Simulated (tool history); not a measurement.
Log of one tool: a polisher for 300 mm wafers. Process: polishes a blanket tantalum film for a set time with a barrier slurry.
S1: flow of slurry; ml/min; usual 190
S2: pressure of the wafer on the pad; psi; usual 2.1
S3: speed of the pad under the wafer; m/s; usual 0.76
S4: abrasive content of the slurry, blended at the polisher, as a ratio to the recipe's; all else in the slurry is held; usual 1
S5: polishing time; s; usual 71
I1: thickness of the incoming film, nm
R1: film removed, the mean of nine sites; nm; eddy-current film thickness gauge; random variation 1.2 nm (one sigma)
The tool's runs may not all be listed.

run   hour   S1   S2    S3    S4  S5     I1     R1
  1      0  190  2.1  0.94     1  66  315.9  124.3
        24  -- slurry blender recalibrated
      43.1  -- worn pad replaced by a new one
      44.7  -- slurry nozzle cleaned
  2   56.5  190  2.1  0.76     1  71  321.6  109.1
  3   74.1  190  2.1  0.76     1  71  319.8  109.8
  4    105  190  2.1  0.76     1  71    320  110.9
  5  124.8  190  2.1   0.9     1  71  319.6  132.5
  6  148.9  190  2.1  0.76     1  71  321.2  109.6
  7  164.2  190  2.1  0.76     1  71  321.8  110.5
  8  186.9  190  2.1  0.76     1  71  319.6  107.5
     223.7  -- worn pad replaced by a new one
  9  256.9  190  2.1  0.76     1  71  316.3  110.3
     283.1  -- head pressure recalibrated
 10  290.9  190  2.1  0.76     1  71  315.9    111
     316.8  -- slurry blender recalibrated
 11  324.7  190  2.1  0.76     1  71  321.9  110.6
 12  345.2  190  2.1  0.76     1  71  321.3  109.1
     365.4  -- worn pad replaced by a new one
 13  374.7  190  2.1  0.76     1  71  317.1  107.4
 14  402.9  190  2.1  0.76   1.2  71  315.1  114.6
 15  418.9  190  2.1  0.76     1  71  320.7  108.8
 16    442  240  2.3  0.76     1  80    323  139.6
 17  474.1  190  2.1  0.76     1  71  314.2    109
 18  504.9  210  2.3  0.76  1.15  71  313.1  126.7
 19  518.8  190  2.1  0.52     1  71  321.5   76.1
     529.1  -- worn pad replaced by a new one
 20  542.7  190  2.1  0.92     1  63  319.7  117.3
 21  558.1  190  2.1  0.76     1  71  325.5    110
 22  576.5  190  2.1  0.76     1  71  322.8  110.8
 23  598.3  155  1.9  0.76     1  71  321.9   97.2
     600.6  -- slurry nozzle cleaned
 24  631.6  170  2.1  1.02  1.25  71  317.5  150.9
     664.1  -- slurry blender recalibrated
 25  664.6  190  2.1  1.02     1  71  320.8  149.1
 26  693.4  190  1.7  0.76     1  71  315.2   87.9
     715.9  -- worn pad replaced by a new one
 27  721.8  190  2.7  0.76     1  71  320.1    145
 28  755.4  220  2.1  0.76     1  71  323.2  114.8

Forecast run 29:
 29  777.1  190  2.4  0.96  1.2  71  323.1   ?

{"run 29": {"R1": 165.8}}
Without the tool's hidden state the same run would have given R1 165.8 nm.

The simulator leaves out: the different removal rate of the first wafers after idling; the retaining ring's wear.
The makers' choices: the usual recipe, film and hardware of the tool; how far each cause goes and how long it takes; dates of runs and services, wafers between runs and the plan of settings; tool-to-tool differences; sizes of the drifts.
